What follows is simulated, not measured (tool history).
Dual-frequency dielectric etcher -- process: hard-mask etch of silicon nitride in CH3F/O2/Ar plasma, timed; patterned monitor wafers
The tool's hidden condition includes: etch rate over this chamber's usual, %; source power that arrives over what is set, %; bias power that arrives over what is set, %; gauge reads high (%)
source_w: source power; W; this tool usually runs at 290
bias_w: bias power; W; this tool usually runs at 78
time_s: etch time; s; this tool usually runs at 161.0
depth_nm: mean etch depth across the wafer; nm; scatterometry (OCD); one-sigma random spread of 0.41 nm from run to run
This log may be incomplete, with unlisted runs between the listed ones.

run   hour  source_w  bias_w  time_s  wafers since the last listed run  hours since the last wet clean  hours since the last source power generator calibration  hours since the last bias power generator calibration  hours since the last upper electrode change  hours since the gauge calibration  read-back reference wafer on the same gauge, depth_nm  depth_nm
  1    0.0       290      78   161.0                                 0                           278.9                                                   3673.3                                                 1431.0                                       2548.7                              376.4                                                   82.0      96.2
  2   84.0       290      78   161.0                               375                           362.9                                                   3757.3                                                 1515.0                                       2632.7                              460.4                                                   82.0      95.2
  3  116.9       290      78   161.0                               147                           395.8                                                   3790.2                                                 1547.9                                       2665.6                              493.3                                                   82.0      95.0
     148.5  -- gauge calibrated
  4  150.4       290      78   161.0                               149                           429.3                                                   3823.7                                                 1581.4                                       2699.1                                1.9                                                   81.9      95.2
     180.8  -- wet clean of the chamber
  5  181.3       290      78   161.0                                30                             0.5                                                   3854.6                                                 1612.3                                       2730.0                               32.8                                                   82.0     101.1
  6  183.8       290      78   161.0                                11                             3.0                                                   3857.1                                                 1614.8                                       2732.5                               35.3                                                   82.0     100.5
     212.0  -- bias power generator calibrated
  7  215.9       290      78   161.0                               125                            35.1                                                   3889.2                                                    3.9                                       2764.6                               67.4                                                   82.0      99.8
     226.3  -- source power generator calibrated
  8  240.1       290      78   161.0                                90                            59.3                                                     13.8                                                   28.1                                       2788.8                               91.6                                                   82.0      99.3
  9  297.7       290      69   161.0                               257                           116.9                                                     71.4                                                   85.7                                       2846.4                              149.2                                                   82.0      94.8
     337.7  -- upper electrode replaced
 10  338.2       330      65   183.0                                73                           157.4                                                    111.9                                                  126.2                                          0.5                              189.7                                                   82.0     110.6
 11  357.1       290      78   161.0                                84                           176.3                                                    130.8                                                  145.1                                         19.4                              208.6                                                   82.0      98.2
 12  372.0       290      78   161.0                                66                           191.2                                                    145.7                                                  160.0                                         34.3                              223.5                                                   81.9      97.9
 13  392.5       350      67   184.5                                91                           211.7                                                    166.2                                                  180.5                                         54.8                              244.0                                                   82.0     114.4
 14  407.9       320      78   115.0                                68                           227.1                                                    181.6                                                  195.9                                         70.2                              259.4                                                   82.1      72.2
 15  433.3       290      78   176.0                               113                           252.5                                                    207.0                                                  221.3                                         95.6                              284.8                                                   82.0     106.3
 16  450.5       320      63   197.5                                76                           269.7                                                    224.2                                                  238.5                                        112.8                              302.0                                                   82.0     114.9
 17  483.7       330      64   161.0                               148                           302.9                                                    257.4                                                  271.7                                        146.0                              335.2                                                   82.0      95.6

What if the next run were any one of these 3? Each begins from the tool's condition after run 17:
  A  484.2       290      78   161.0                                 2                           303.4                                                    257.9                                                  272.2                                        146.5                              335.7                                                      ?         ?
  B  484.2       290      87   161.0                                 2                           303.4                                                    257.9                                                  272.2                                        146.5                              335.7                                                      ?         ?
  C  484.2       290      78   130.0                                 2                           303.4                                                    257.9                                                  272.2                                        146.5                              335.7                                                      ?         ?

run  read-back reference wafer on the same gauge, depth_nm  depth_nm
  A                                                   82.0      97.6
  B                                                   82.0     101.1
  C                                                   82.0      78.8
With the hidden condition removed and each run's random variation left untouched, the same runs would have given:
run  depth_nm
  A     100.5
  B     104.1
  C      81.2
